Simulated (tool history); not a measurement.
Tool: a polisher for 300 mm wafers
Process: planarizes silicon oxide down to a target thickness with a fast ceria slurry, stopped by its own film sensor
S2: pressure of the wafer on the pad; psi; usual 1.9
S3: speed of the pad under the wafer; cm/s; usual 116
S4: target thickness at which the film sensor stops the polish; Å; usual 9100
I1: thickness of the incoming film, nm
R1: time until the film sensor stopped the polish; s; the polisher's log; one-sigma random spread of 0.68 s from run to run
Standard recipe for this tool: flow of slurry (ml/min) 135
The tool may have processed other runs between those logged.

Run 1, hour 0: usual settings; I1 1462.8. Result: R1 37.5 s.
Run 2, hour 35.8: usual settings; I1 1454.8. Result: R1 38.6 s.
Run 3, hour 69.7: usual settings but flow of slurry (ml/min) 125; I1 1462.3. Result: R1 40.4 s.
Run 4, hour 94.3: usual settings but flow of slurry (ml/min) 125; I1 1460.8. Result: R1 37.9 s.
Run 5, hour 115.8: usual settings; I1 1474.2. Result: R1 39.2 s.
Run 6, hour 145.3: usual settings; I1 1460.2. Result: R1 38.1 s.
At hour 155.4: worn pad replaced by a new one.
Run 7, hour 181.1: usual settings but S4 10100 Å; I1 1452.7. Result: R1 29.6 s.
Run 8, hour 200.1: usual settings; I1 1441.9. Result: R1 35.4 s.
Run 9, hour 221.1: usual settings; I1 1444.2. Result: R1 37.6 s.
Run 10, hour 292.7: usual settings but S4 8510 Å; I1 1435.7. Result: R1 40.5 s.
Run 11, hour 316: usual settings; I1 1459.4. Result: R1 38.1 s.
Run 12, hour 333.1: usual settings but S4 9930 Å; I1 1424.3. Result: R1 29.5 s.
At hour 337.5: worn pad replaced by a new one.
At hour 348.3: head pressure recalibrated.
Run 13, hour 357.6: usual settings; I1 1447.6. Result: R1 37.6 s.
Run 14, hour 384.5: usual settings; I1 1440.4. Result: R1 35.6 s.
Run 15, hour 405.9: usual settings; I1 1434.1. Result: R1 35.8 s.
Run 16, hour 429.7: usual settings but flow of slurry (ml/min) 95, S2 2.3 psi, S4 10380 Å; I1 1439.4. Result: R1 25.4 s.
Run 17, hour 455.6: usual settings; I1 1467.1. Result: R1 38.6 s.
At hour 483.2: worn pad replaced by a new one.
Run 18, hour 490.4: usual settings; I1 1474.7. Result: R1 38.7 s.
Run 19, hour 516.9: usual settings; I1 1428.1. Result: R1 36 s.
At hour 544.2: slurry nozzle cleaned.
Run 20, hour 547.4: usual settings but S2 2.3 psi, S4 10080 Å; I1 1448.4. Result: R1 25.2 s.
Run 21, hour 566.6: usual settings but flow of slurry (ml/min) 105, S2 1.4 psi, S3 136 cm/s; I1 1461.7. Result: R1 45.6 s.
Run 22, hour 598.2: usual settings but S2 1.3 psi, S4 8370 Å; I1 1451. Result: R1 59.4 s.
Run 23, hour 625.3: usual settings but S2 2.5 psi, S3 96 cm/s; I1 1453. Result: R1 34.8 s.
At hour 634.5: worn pad replaced by a new one.
Run 24, hour 644.9: usual settings but flow of slurry (ml/min) 165, S2 2.2 psi, S3 100 cm/s, S4 7320 Å; I1 1433.3. Result: R1 48.1 s.
Run 25, hour 662.4: usual settings; I1 1436.7. Result: R1 36.5 s.
Run 26, hour 695.9: usual settings but flow of slurry (ml/min) 170, S2 2.3 psi; I1 1443.6. Result: R1 30 s.
Run 27, hour 708.8: usual settings but flow of slurry (ml/min) 110, S2 1.4 psi; I1 1418.8. Result: R1 47.9 s.
Run 28, hour 737.4: usual settings but S4 8150 Å; I1 1443.5. Result: R1 43.5 s.
Run 29, hour 772: usual settings; I1 1445.6. Result: R1 37.5 s.
At hour 777.2: head pressure recalibrated.
At hour 785.1: worn pad replaced by a new one.
Run 30, hour 803.2: usual settings but S2 1.6 psi; I1 1425.2. Result: R1 41.7 s.
Run 31, hour 817.8: usual settings but flow of slurry (ml/min) 115, S4 8560 Å; I1 1463.8. Result: R1 44.2 s.

List, for all runs, the conditions of the tool that the log does not record:
removal rate lost through wear of the pad, %: 0, the same for each run
slurry flow missing at the pad, %: 0, the same for each run
deviation of the head's pressure from its setpoint, %: 0, the same for each run
